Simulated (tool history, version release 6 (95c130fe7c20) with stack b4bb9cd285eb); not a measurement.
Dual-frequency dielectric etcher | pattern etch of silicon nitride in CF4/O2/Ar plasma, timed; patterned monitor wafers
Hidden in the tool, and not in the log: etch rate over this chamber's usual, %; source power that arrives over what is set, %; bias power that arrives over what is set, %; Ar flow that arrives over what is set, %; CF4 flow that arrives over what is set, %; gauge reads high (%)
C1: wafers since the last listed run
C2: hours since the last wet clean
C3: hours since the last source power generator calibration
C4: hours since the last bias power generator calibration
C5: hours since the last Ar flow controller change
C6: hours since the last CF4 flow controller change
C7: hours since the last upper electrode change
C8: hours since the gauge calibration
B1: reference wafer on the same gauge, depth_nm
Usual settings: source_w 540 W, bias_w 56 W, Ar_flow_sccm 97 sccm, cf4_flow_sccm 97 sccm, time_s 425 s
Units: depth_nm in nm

run 1 hour=0 | source_w=540 bias_w=52 Ar_flow_sccm=97 cf4_flow_sccm=115 time_s=425 | C1=0 C2=247.3 C3=486.7 C4=3815 C5=3178 C6=479.1 C7=279.5 C8=47.3 | B1=831.3 | depth_nm=850.8
-- hour=11.5 Ar flow controller replaced
-- hour=97.6 bias power generator calibrated
run 2 hour=115.5 | source_w=540 bias_w=56 Ar_flow_sccm=97 cf4_flow_sccm=97 time_s=425 | C1=395 C2=362.8 C3=602.2 C4=17.9 C5=104 C6=594.6 C7=395 C8=162.8 | B1=831 | depth_nm=855.6
run 3 hour=152 | source_w=540 bias_w=56 Ar_flow_sccm=97 cf4_flow_sccm=97 time_s=425 | C1=136 C2=399.3 C3=638.7 C4=54.4 C5=140.5 C6=631.1 C7=431.5 C8=199.3 | B1=832 | depth_nm=868.4
-- hour=328.9 wet clean of the chamber
run 4 hour=334 | source_w=500 bias_w=56 Ar_flow_sccm=120 cf4_flow_sccm=97 time_s=425 | C1=592 C2=5.1 C3=820.7 C4=236.4 C5=322.5 C6=813.1 C7=613.5 C8=381.3 | B1=832.1 | depth_nm=788.1
run 5 hour=403.3 | source_w=540 bias_w=56 Ar_flow_sccm=107 cf4_flow_sccm=97 time_s=425 | C1=259 C2=74.4 C3=890 C4=305.7 C5=391.8 C6=882.4 C7=682.8 C8=450.6 | B1=832.2 | depth_nm=861.1
run 6 hour=464 | source_w=540 bias_w=56 Ar_flow_sccm=97 cf4_flow_sccm=97 time_s=425 | C1=227 C2=135.1 C3=950.7 C4=366.4 C5=452.5 C6=943.1 C7=743.5 C8=511.3 | B1=831.8 | depth_nm=879.4
run 7 hour=488.3 | source_w=540 bias_w=56 Ar_flow_sccm=97 cf4_flow_sccm=97 time_s=425 | C1=91 C2=159.4 C3=975 C4=390.7 C5=476.8 C6=967.4 C7=767.8 C8=535.6 | B1=832.9 | depth_nm=861.4
run 8 hour=540 | source_w=410 bias_w=56 Ar_flow_sccm=81 cf4_flow_sccm=91 time_s=530 | C1=193 C2=211.1 C3=1026.7 C4=442.4 C5=528.5 C6=1019.1 C7=819.5 C8=587.3 | B1=832 | depth_nm=802
run 9 hour=567.9 | source_w=540 bias_w=56 Ar_flow_sccm=119 cf4_flow_sccm=106 time_s=387 | C1=104 C2=239 C3=1054.6 C4=470.3 C5=556.4 C6=1047 C7=847.4 C8=615.2 | B1=832.9 | depth_nm=774
run 10 hour=615.6 | source_w=540 bias_w=56 Ar_flow_sccm=97 cf4_flow_sccm=82 time_s=425 | C1=178 C2=286.7 C3=1102.3 C4=518 C5=604.1 C6=1094.7 C7=895.1 C8=662.9 | B1=832.4 | depth_nm=844.2
run 11 hour=674.7 | source_w=410 bias_w=56 Ar_flow_sccm=97 cf4_flow_sccm=75 time_s=307.5 | C1=221 C2=345.8 C3=1161.4 C4=577.1 C5=663.2 C6=1153.8 C7=954.2 C8=722 | B1=831.1 | depth_nm=445.1
run 12 hour=738.9 | source_w=540 bias_w=56 Ar_flow_sccm=75 cf4_flow_sccm=97 time_s=425 | C1=240 C2=410 C3=1225.6 C4=641.3 C5=727.4 C6=1218 C7=1018.4 C8=786.2 | B1=833.1 | depth_nm=865.6
run 13 hour=806.8 | source_w=540 bias_w=56 Ar_flow_sccm=97 cf4_flow_sccm=97 time_s=425 | C1=254 C2=477.9 C3=1293.5 C4=709.2 C5=795.3 C6=1285.9 C7=1086.3 C8=854.1 | B1=832 | depth_nm=852.5
run 14 hour=866.5 | source_w=540 bias_w=56 Ar_flow_sccm=97 cf4_flow_sccm=97 time_s=425 | C1=223 C2=537.6 C3=1353.2 C4=768.9 C5=855 C6=1345.6 C7=1146 C8=913.8 | B1=831.9 | depth_nm=858.3
-- hour=900.4 wet clean of the chamber
run 15 hour=900.9 | source_w=540 bias_w=56 Ar_flow_sccm=97 cf4_flow_sccm=97 time_s=425 | C1=38 C2=0.5 C3=1387.6 C4=803.3 C5=889.4 C6=1380 C7=1180.4 C8=948.2 | B1=833.6 | depth_nm=875.6
run 16 hour=948.8 | source_w=460 bias_w=56 Ar_flow_sccm=112 cf4_flow_sccm=97 time_s=425 | C1=179 C2=48.4 C3=1435.5 C4=851.2 C5=937.3 C6=1427.9 C7=1228.3 C8=996.1 | B1=832.5 | depth_nm=723.9
run 17 hour=978.1 | source_w=540 bias_w=51 Ar_flow_sccm=97 cf4_flow_sccm=80 time_s=425 | C1=109 C2=77.7 C3=1464.8 C4=880.5 C5=966.6 C6=1457.2 C7=1257.6 C8=1025.4 | B1=832.4 | depth_nm=822.2
run 18 hour=1031.3 | source_w=650 bias_w=63 Ar_flow_sccm=97 cf4_flow_sccm=97 time_s=463.5 | C1=199 C2=130.9 C3=1518 C4=933.7 C5=1019.8 C6=1510.4 C7=1310.8 C8=1078.6 | B1=831.8 | depth_nm=1210
run 19 hour=1097.3 | source_w=540 bias_w=56 Ar_flow_sccm=97 cf4_flow_sccm=97 time_s=425 | C1=247 C2=196.9 C3=1584 C4=999.7 C5=1085.8 C6=1576.4 C7=1376.8 C8=1144.6 | B1=831.2 | depth_nm=869.4
run 20 hour=1144.3 | source_w=540 bias_w=62 Ar_flow_sccm=117 cf4_flow_sccm=97 time_s=488 | C1=176 C2=243.9 C3=1631 C4=1046.7 C5=1132.8 C6=1623.4 C7=1423.8 C8=1191.6 | B1=831.4 | depth_nm=1021
run 21 hour=1197.8 | source_w=670 bias_w=56 Ar_flow_sccm=97 cf4_flow_sccm=97 time_s=425 | C1=200 C2=297.4 C3=1684.5 C4=1100.2 C5=1186.3 C6=1676.9 C7=1477.3 C8=1245.1 | B1=833.2 | depth_nm=1081.3
run 22 hour=1244.7 | source_w=480 bias_w=56 Ar_flow_sccm=97 cf4_flow_sccm=97 time_s=425 | C1=175 C2=344.3 C3=1731.4 C4=1147.1 C5=1233.2 C6=1723.8 C7=1524.2 C8=1292 | B1=832.9 | depth_nm=761.6

3 ways to go on from here, each from the tool as it stands after run 22. What would each give?
run A hour=1245.2 | source_w=540 bias_w=56 Ar_flow_sccm=82 cf4_flow_sccm=97 time_s=425 | C1=1 C2=344.8 C3=1731.9 C4=1147.6 C5=1233.7 C6=1724.3 C7=1524.7 C8=1292.5 | B1=? | depth_nm=?
run B hour=1245.2 | source_w=540 bias_w=52 Ar_flow_sccm=105 cf4_flow_sccm=120 time_s=511.5 | C1=1 C2=344.8 C3=1731.9 C4=1147.6 C5=1233.7 C6=1724.3 C7=1524.7 C8=1292.5 | B1=? | depth_nm=?
run C hour=1245.2 | source_w=540 bias_w=56 Ar_flow_sccm=77 cf4_flow_sccm=89 time_s=425 | C1=1 C2=344.8 C3=1731.9 C4=1147.6 C5=1233.7 C6=1724.3 C7=1524.7 C8=1292.5 | B1=? | depth_nm=?

run=A B1=832 depth_nm=863.4
run=B B1=832 depth_nm=1007.5
run=C B1=832 depth_nm=860.8
Without the tool's hidden state the same runs would have given:
run=A depth_nm=872.7
run=B depth_nm=1018.4
run=C depth_nm=870.1
